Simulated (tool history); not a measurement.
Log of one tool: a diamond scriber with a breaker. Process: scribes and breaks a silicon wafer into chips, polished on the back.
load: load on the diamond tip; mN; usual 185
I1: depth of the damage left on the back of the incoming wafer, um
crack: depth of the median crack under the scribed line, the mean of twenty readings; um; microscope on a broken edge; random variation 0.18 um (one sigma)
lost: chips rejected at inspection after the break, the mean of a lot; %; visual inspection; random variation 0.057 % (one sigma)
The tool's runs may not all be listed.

{"run": 1, "hour": 0.0, "load": 201, "I1": 0.02, "crack": 11.06, "lost": 0.87}
{"hour": 148.1, "done": "diamond tip replaced by a new one"}
{"run": 2, "hour": 243.2, "load": 185, "I1": 0.01, "crack": 11.46, "lost": 0.82}
{"run": 3, "hour": 345.7, "load": 219, "I1": 0.04, "crack": 12.66, "lost": 1.24}
{"run": 4, "hour": 447.2, "load": 219, "I1": 0.05, "crack": 12.32, "lost": 0.99}
{"run": 5, "hour": 532.6, "load": 219, "I1": 0.01, "crack": 12.21, "lost": 0.87}
{"run": 6, "hour": 573.0, "load": 203, "I1": 0.05, "crack": 11.68, "lost": 0.98}
{"run": 7, "hour": 678.3, "load": 203, "I1": 0.03, "crack": 11.12, "lost": 1.19}
{"run": 8, "hour": 733.8, "load": 198, "I1": 0.04, "crack": 10.49, "lost": 1.64}
{"run": 9, "hour": 812.2, "load": 153, "I1": 0.02, "crack": 8.88, "lost": 5.97}
{"hour": 816.6, "done": "diamond tip replaced by a new one"}
{"run": 10, "hour": 908.1, "load": 149, "I1": 0.01, "crack": 10.37, "lost": 1.51}
{"run": 11, "hour": 1009.3, "load": 204, "I1": 0.03, "crack": 12.19, "lost": 0.94}
{"run": 12, "hour": 1061.3, "load": 154, "I1": 0.02, "crack": 10.76, "lost": 1.74}
{"hour": 1104.5, "done": "load on the tip recalibrated"}
{"run": 13, "hour": 1162.8, "load": 205, "I1": 0.02, "crack": 11.84, "lost": 0.79}
{"run": 14, "hour": 1217.6, "load": 185, "I1": 0.03, "crack": 11.17, "lost": 1.11}
{"run": 15, "hour": 1318.9, "load": 200, "I1": 0.04, "crack": 11.02, "lost": 1.08}
{"run": 16, "hour": 1407.5, "load": 235, "I1": 0.01, "crack": 11.34, "lost": 0.99}
{"run": 17, "hour": 1446.2, "load": 166, "I1": 0.01, "crack": 9.32, "lost": 4.6}

Forecast each of these 3 alternatives for the next run:
{"run": "A", "hour": 1446.8, "load": 185, "I1": 0.04, "crack": "?", "lost": "?"}
{"run": "B", "hour": 1446.8, "load": 141, "I1": 0.04, "crack": "?", "lost": "?"}
{"run": "C", "hour": 1446.8, "load": 220, "I1": 0.04, "crack": "?", "lost": "?"}

run=A crack=10.01 lost=2.74
run=B crack=8.94 lost=6.33
run=C crack=10.82 lost=1.3
Without the tool's hidden state the same runs would have given:
run=A crack=11.75 lost=0.78
run=B crack=10.5 lost=1.76
run=C crack=12.7 lost=1.25

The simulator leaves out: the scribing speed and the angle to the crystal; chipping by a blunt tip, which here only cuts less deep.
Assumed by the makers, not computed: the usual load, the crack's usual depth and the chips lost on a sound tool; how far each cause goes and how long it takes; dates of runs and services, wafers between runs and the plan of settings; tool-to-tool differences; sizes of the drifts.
